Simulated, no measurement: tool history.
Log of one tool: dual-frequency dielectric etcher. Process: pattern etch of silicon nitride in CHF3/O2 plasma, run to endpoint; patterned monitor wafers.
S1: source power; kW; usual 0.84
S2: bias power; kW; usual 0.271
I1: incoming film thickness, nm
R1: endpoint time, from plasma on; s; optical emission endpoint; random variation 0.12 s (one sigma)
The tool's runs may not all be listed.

| run | day | S1 | S2 | I1 | R1 |
|---|---|---|---|---|---|
| 1 | 0 | 0.84 | 0.233 | 60.1 | 32 |
| 2 | 0.871 | 0.84 | 0.271 | 60.2 | 30.5 |
| 3 | 1.133 | 0.84 | 0.271 | 59.6 | 30.1 |
| 4 | 1.517 | 0.84 | 0.271 | 59.3 | 30.1 |
| 5 | 1.8 | 0.84 | 0.271 | 59.9 | 30.2 |
| 6 | 2.054 | 0.84 | 0.271 | 60.2 | 30.4 |
| 7 | 2.742 | 0.84 | 0.271 | 59.7 | 30.2 |
| 8 | 3.096 | 0.84 | 0.271 | 59.5 | 30.2 |
| 9 | 3.65 | 0.72 | 0.271 | 60.1 | 31.7 |
|  | 3.904 | source power generator calibrated |
| 10 | 4.138 | 0.84 | 0.271 | 59.7 | 30 |
| 11 | 4.512 | 0.7 | 0.299 | 60.1 | 30.8 |
|  | 5.733 | wet clean of the chamber |
|  | 6.346 | upper electrode replaced |
| 12 | 6.367 | 0.91 | 0.271 | 59.4 | 30.5 |
| 13 | 6.379 | 1 | 0.271 | 59.5 | 29.8 |
| 14 | 6.396 | 0.72 | 0.215 | 60 | 35.5 |
| 15 | 6.671 | 0.7 | 0.241 | 59.9 | 34.1 |
| 16 | 7.262 | 0.64 | 0.271 | 60 | 34 |
| 17 | 7.921 | 0.68 | 0.246 | 59.9 | 34.3 |
|  | 8.233 | bias power generator calibrated |
| 18 | 8.271 | 0.67 | 0.212 | 59.9 | 36.4 |
| 19 | 8.754 | 0.84 | 0.332 | 59.7 | 29.2 |
| 20 | 9.033 | 0.84 | 0.271 | 60.1 | 31.3 |
| 21 | 9.325 | 0.69 | 0.309 | 60.5 | 32 |
| 22 | 10.046 | 0.67 | 0.316 | 60.2 | 31.8 |
| 23 | 10.404 | 0.99 | 0.248 | 59.7 | 30.6 |
| 24 | 10.821 | 0.84 | 0.271 | 60 | 31.2 |

5 ways to go on from here, each from the tool as it stands after run 24. What would each give?
| A | 10.838 | 0.93 | 0.271 | 59.8 | ? |
| B | 10.838 | 0.93 | 0.248 | 59.8 | ? |
| C | 10.838 | 0.9 | 0.211 | 59.8 | ? |
| D | 10.838 | 1.02 | 0.271 | 59.8 | ? |
| E | 10.838 | 0.91 | 0.243 | 59.8 | ? |

| run | R1 |
|---|---|
| A | 30.3 |
| B | 31.1 |
| C | 33 |
| D | 29.5 |
| E | 31.5 |
Without the tool's hidden state the same runs would have given:
| run | R1 |
|---|---|
| A | 30.9 |
| B | 31.8 |
| C | 33.7 |
| D | 30.1 |
| E | 32.2 |

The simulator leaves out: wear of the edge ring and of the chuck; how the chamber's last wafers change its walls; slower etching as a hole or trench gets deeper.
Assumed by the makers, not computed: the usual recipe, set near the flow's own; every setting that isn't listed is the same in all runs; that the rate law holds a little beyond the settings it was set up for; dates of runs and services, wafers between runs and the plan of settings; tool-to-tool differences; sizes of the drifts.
